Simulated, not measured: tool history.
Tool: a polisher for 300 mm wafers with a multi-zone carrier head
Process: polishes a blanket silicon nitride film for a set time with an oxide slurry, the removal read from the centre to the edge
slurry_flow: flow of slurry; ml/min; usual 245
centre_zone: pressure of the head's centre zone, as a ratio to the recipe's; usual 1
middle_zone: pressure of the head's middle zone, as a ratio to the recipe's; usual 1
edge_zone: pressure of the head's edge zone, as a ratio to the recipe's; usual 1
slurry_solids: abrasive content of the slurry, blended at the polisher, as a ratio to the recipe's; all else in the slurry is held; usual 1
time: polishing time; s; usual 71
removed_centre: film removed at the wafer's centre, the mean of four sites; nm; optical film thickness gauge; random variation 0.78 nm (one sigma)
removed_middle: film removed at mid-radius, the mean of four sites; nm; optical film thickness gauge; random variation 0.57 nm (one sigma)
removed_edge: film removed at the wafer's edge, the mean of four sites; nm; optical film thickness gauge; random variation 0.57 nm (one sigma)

| run | day | slurry_flow | centre_zone | middle_zone | edge_zone | slurry_solids | time | incoming thickness of the incoming film, nm | removed_centre | removed_middle | removed_edge |
|---|---|---|---|---|---|---|---|---|---|---|---|
| 1 | 0 | 245 | 1 | 1 | 1 | 1 | 87 | 418.7 | 64.7 | 68.1 | 65.9 |
| 2 | 1.275 | 245 | 1 | 1 | 1 | 1 | 88 | 421.2 | 64.4 | 67.8 | 68 |
|  | 1.596 | worn pad replaced by a new one |
|  | 1.9 | slurry nozzle cleaned |
| 3 | 2.208 | 270 | 1 | 1 | 1 | 1 | 71 | 426.3 | 49.7 | 52.5 | 52.9 |
| 4 | 3.45 | 245 | 1 | 1.08 | 1 | 1 | 71 | 421 | 48.4 | 53.7 | 50.9 |
| 5 | 4.333 | 200 | 1 | 1.11 | 0.92 | 1 | 92 | 417.4 | 58 | 67.9 | 60.1 |
| 6 | 5.592 | 245 | 1 | 1.1 | 1 | 1 | 71 | 419.1 | 48.1 | 54.4 | 49.6 |
| 7 | 6.246 | 245 | 1 | 1 | 1 | 1.2 | 88 | 417.3 | 63.7 | 65.5 | 65.3 |
|  | 7.042 | slurry nozzle cleaned, repeated, since the last time left the tool worse |
| 8 | 7.104 | 245 | 1 | 1 | 1 | 1.2 | 88 | 419.3 | 73.9 | 75.5 | 72.9 |
|  | 8.754 | edge zone pressure recalibrated |
|  | 10.929 | worn pad replaced by a new one |
| 9 | 11.279 | 245 | 1.05 | 1 | 0.9 | 1.25 | 71 | 423.4 | 60.5 | 61.2 | 55.9 |
| 10 | 12.429 | 215 | 0.91 | 1.05 | 1 | 1 | 51 | 417.7 | 34.6 | 42.4 | 38.2 |
| 11 | 13.288 | 245 | 1 | 1 | 1 | 1 | 89 | 411.2 | 67.2 | 70.2 | 68.8 |
| 12 | 14.617 | 245 | 0.9 | 1.03 | 1 | 1 | 71 | 414.2 | 48.8 | 58.4 | 54.5 |
| 13 | 16.446 | 315 | 0.94 | 1 | 0.92 | 0.85 | 71 | 418.9 | 49.3 | 54 | 50.8 |
|  | 17.075 | centre zone pressure recalibrated |
| 14 | 17.433 | 245 | 1 | 1 | 1 | 1 | 71 | 417.4 | 53.4 | 55.8 | 54 |
| 15 | 18.246 | 245 | 1 | 1 | 1 | 1 | 71 | 420 | 52.7 | 55.6 | 54.4 |
| 16 | 19.104 | 245 | 1 | 0.93 | 1 | 1 | 71 | 416.8 | 53 | 52.9 | 54.2 |
| 17 | 20.312 | 245 | 1 | 1 | 1.12 | 1.25 | 71 | 415.6 | 58.4 | 60.8 | 62.7 |
| 18 | 21.729 | 245 | 1 | 1 | 1 | 1 | 71 | 419.5 | 53 | 55.3 | 53.4 |
|  | 22.308 | worn pad replaced by a new one |
|  | 23.238 | carrier head's membrane replaced by a new one |
| 19 | 23.258 | 245 | 1 | 1 | 1 | 1 | 90 | 414.1 | 66.9 | 70.2 | 67.7 |
| 20 | 24.596 | 245 | 1.08 | 0.93 | 1 | 1 | 71 | 419.7 | 58.1 | 51.4 | 53.9 |
| 21 | 25.612 | 245 | 1 | 1 | 1 | 1 | 71 | 417.5 | 51.4 | 55.2 | 53.7 |

5 ways to go on from here, each from the tool as it stands after run 21. What would each give?
| A | 25.629 | 245 | 1 | 0.94 | 1 | 1 | 71 | 414.5 | ? | ? | ? |
| B | 25.629 | 245 | 1 | 1 | 1.03 | 1.3 | 71 | 414.5 | ? | ? | ? |
| C | 25.629 | 245 | 1.1 | 1.04 | 1 | 0.8 | 56 | 414.5 | ? | ? | ? |
| D | 25.629 | 245 | 1 | 1.03 | 1 | 1 | 71 | 414.5 | ? | ? | ? |
| E | 25.629 | 290 | 1 | 1 | 1 | 1 | 71 | 414.5 | ? | ? | ? |

| run | removed_centre | removed_middle | removed_edge |
|---|---|---|---|
| A | 51.5 | 53.2 | 53.9 |
| B | 56.5 | 61.4 | 59.9 |
| C | 41.2 | 42 | 39.1 |
| D | 51.5 | 57.4 | 53.9 |
| E | 53 | 57.5 | 54.9 |
Without the tool's hidden state the same runs would have given:
| run | removed_centre | removed_middle | removed_edge |
|---|---|---|---|
| A | 53.9 | 55.4 | 55.6 |
| B | 59.1 | 64 | 61.8 |
| C | 43.1 | 43.8 | 40.3 |
| D | 53.9 | 59.8 | 55.5 |
| E | 55.1 | 59.5 | 56.4 |
